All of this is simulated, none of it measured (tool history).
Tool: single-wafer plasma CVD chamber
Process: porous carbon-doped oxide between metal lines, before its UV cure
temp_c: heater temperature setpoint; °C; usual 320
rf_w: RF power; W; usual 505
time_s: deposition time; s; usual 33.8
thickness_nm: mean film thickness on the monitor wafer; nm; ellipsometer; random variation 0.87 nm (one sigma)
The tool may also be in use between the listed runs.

run    hour  temp_c  rf_w  time_s  wafers since the last listed run  hours since the last thermocouple change  hours since the last RF generator calibration  hours since the showerhead was replaced  hours since the gauge calibration  read-back reference wafer on the same gauge, thickness_nm  thickness_nm
  1     0.0     325   505    33.8                                 0                                    1511.7                                          286.1                                   7707.5                              617.5                                                    149.147       149.841
  2    44.5     325   505    33.8                               965                                    1556.2                                          330.6                                   7752.0                              662.0                                                    148.835       149.339
  3   145.7     320   505    31.8                              2195                                    1657.4                                          431.8                                   7853.2                              763.2                                                    149.144       143.715
  4   231.0     320   505    31.8                              1850                                    1742.7                                          517.1                                   7938.5                              848.5                                                    149.162       143.341
      449.2  -- thermocouple changed; heater temperature recalibrated
      478.6  -- gauge calibrated
      481.5  -- RF generator calibrated
  5   509.0     320   505    33.8                              5685                                      59.8                                           27.5                                   8216.5                               30.4                                                    149.249       154.757
  6   609.0     320   505    33.8                              2169                                     159.8                                          127.5                                   8316.5                              130.4                                                    148.769       154.318
  7   705.5     320   505    33.8                              2093                                     256.3                                          224.0                                   8413.0                              226.9                                                    149.038       153.432
      779.2  -- showerhead replaced, of another model than before
  8   790.3     320   550    31.6                              1666                                     341.1                                          308.8                                     11.1                              311.7                                                    149.225       150.077
  9   897.0     328   570    40.5                              2315                                     447.8                                          415.5                                    117.8                              418.4                                                    149.008       187.816
 10   959.1     320   505    33.8                              1347                                     509.9                                          477.6                                    179.9                              480.5                                                    148.923       151.878
 11  1043.4     320   460    33.8                              1829                                     594.2                                          561.9                                    264.2                              564.8                                                    148.821       145.640
 12  1148.2     305   475    38.5                              2274                                     699.0                                          666.7                                    369.0                              669.6                                                    149.088       179.382
 13  1247.2     320   505    33.8                              2148                                     798.0                                          765.7                                    468.0                              768.6                                                    148.985       151.644
     1269.9  -- RF generator calibrated
 14  1315.9     332   570    28.4                              1317                                     866.7                                           46.0                                    536.7                              837.3                                                    148.864       129.794

Hidden state at the last listed run before each entry between runs and at the first one after, where it differs:
Between runs 4 and 5: thermocouple changed; heater temperature recalibrated (hour 449.2); gauge calibrated (hour 478.6); RF generator calibrated (hour 481.5)
  wafer temperature above the value expected at the setpoint (K): 5.35 -> 0.561
  measured less the result without the state, thickness_nm: -3.382 -> -0.381 nm
Between runs 7 and 8: showerhead replaced, of another model than before (hour 779.2)
  wafer temperature above the value expected at the setpoint (K): 2.13 -> 2.67
  measured less the result without the state, thickness_nm: -1.435 -> -1.759 nm
Between runs 13 and 14: RF generator calibrated (hour 1269.9)
  wafer temperature above the value expected at the setpoint (K): 4.57 -> 4.75
  measured less the result without the state, thickness_nm: -3.049 -> -2.478 nm
